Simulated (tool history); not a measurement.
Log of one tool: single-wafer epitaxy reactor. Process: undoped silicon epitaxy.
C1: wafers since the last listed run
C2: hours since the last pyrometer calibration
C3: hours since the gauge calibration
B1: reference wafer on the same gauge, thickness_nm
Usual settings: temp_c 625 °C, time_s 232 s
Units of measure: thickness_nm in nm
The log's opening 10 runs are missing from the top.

Run 11, day 23.904: usual settings; C1 512; C2 1669.7; C3 1217.3; B1 22.801. Result: thickness_nm 21.639 nm.
Run 12, day 25.138: usual settings; C1 279; C2 1699.3; C3 1246.9; B1 22.776. Result: thickness_nm 21.712 nm.
Run 13, day 26.25: usual settings; C1 252; C2 1726; C3 1273.6; B1 22.769. Result: thickness_nm 21.572 nm.
Run 14, day 28.129: usual settings; C1 426; C2 1771.1; C3 1318.7; B1 22.801. Result: thickness_nm 21.645 nm.
Run 15, day 30.404: usual settings; C1 516; C2 1825.7; C3 1373.3; B1 22.805. Result: thickness_nm 21.623 nm.
At day 35.004: gauge calibrated.
Run 16, day 38.454: usual settings; C1 1826; C2 2018.9; C3 82.8; B1 22.818. Result: thickness_nm 21.729 nm.
Run 17, day 41.246: usual settings but temp_c 635 °C, time_s 259 s; C1 633; C2 2085.9; C3 149.8; B1 22.789. Result: thickness_nm 29.516 nm.
Run 18, day 43.975: usual settings but temp_c 635 °C, time_s 259 s; C1 619; C2 2151.4; C3 215.3; B1 22.802. Result: thickness_nm 29.68 nm.
Run 19, day 45.108: usual settings but temp_c 635 °C, time_s 259 s; C1 257; C2 2178.6; C3 242.5; B1 22.792. Result: thickness_nm 29.615 nm.
Run 20, day 46.683: usual settings but temp_c 614 °C; C1 357; C2 2216.4; C3 280.3; B1 22.795. Result: thickness_nm 17.268 nm.
Run 21, day 49.35: usual settings but temp_c 631 °C; C1 605; C2 2280.4; C3 344.3; B1 22.791. Result: thickness_nm 24.406 nm.
Run 22, day 51.846: usual settings but time_s 200 s; C1 566; C2 2340.3; C3 404.2; B1 22.808. Result: thickness_nm 18.707 nm.
Run 23, day 54.608: usual settings; C1 626; C2 2406.6; C3 470.5; B1 22.797. Result: thickness_nm 21.599 nm.
Run 24, day 57.454: usual settings; C1 645; C2 2474.9; C3 538.8; B1 22.819. Result: thickness_nm 21.736 nm.
Run 25, day 59.021: usual settings but temp_c 615 °C, time_s 254 s; C1 355; C2 2512.5; C3 576.4; B1 22.81. Result: thickness_nm 19.283 nm.
Run 26, day 61.908: usual settings; C1 655; C2 2581.8; C3 645.7; B1 22.79. Result: thickness_nm 21.633 nm.
Run 27, day 64.754: usual settings but temp_c 612 °C, time_s 253 s; C1 645; C2 2650.1; C3 714; B1 22.816. Result: thickness_nm 18.004 nm.

What does the tool deliver on the next run?
Run 28, day 67.038: usual settings but time_s 276 s; C1 518; C2 2704.9; C3 768.8; B1 ?. Result: thickness_nm ?.

{"run 28": {"B1": 22.812, "thickness_nm": 25.666}}
Were there no unlogged condition in the tool, this run, its random variation unchanged, would have produced thickness_nm 25.666 nm.

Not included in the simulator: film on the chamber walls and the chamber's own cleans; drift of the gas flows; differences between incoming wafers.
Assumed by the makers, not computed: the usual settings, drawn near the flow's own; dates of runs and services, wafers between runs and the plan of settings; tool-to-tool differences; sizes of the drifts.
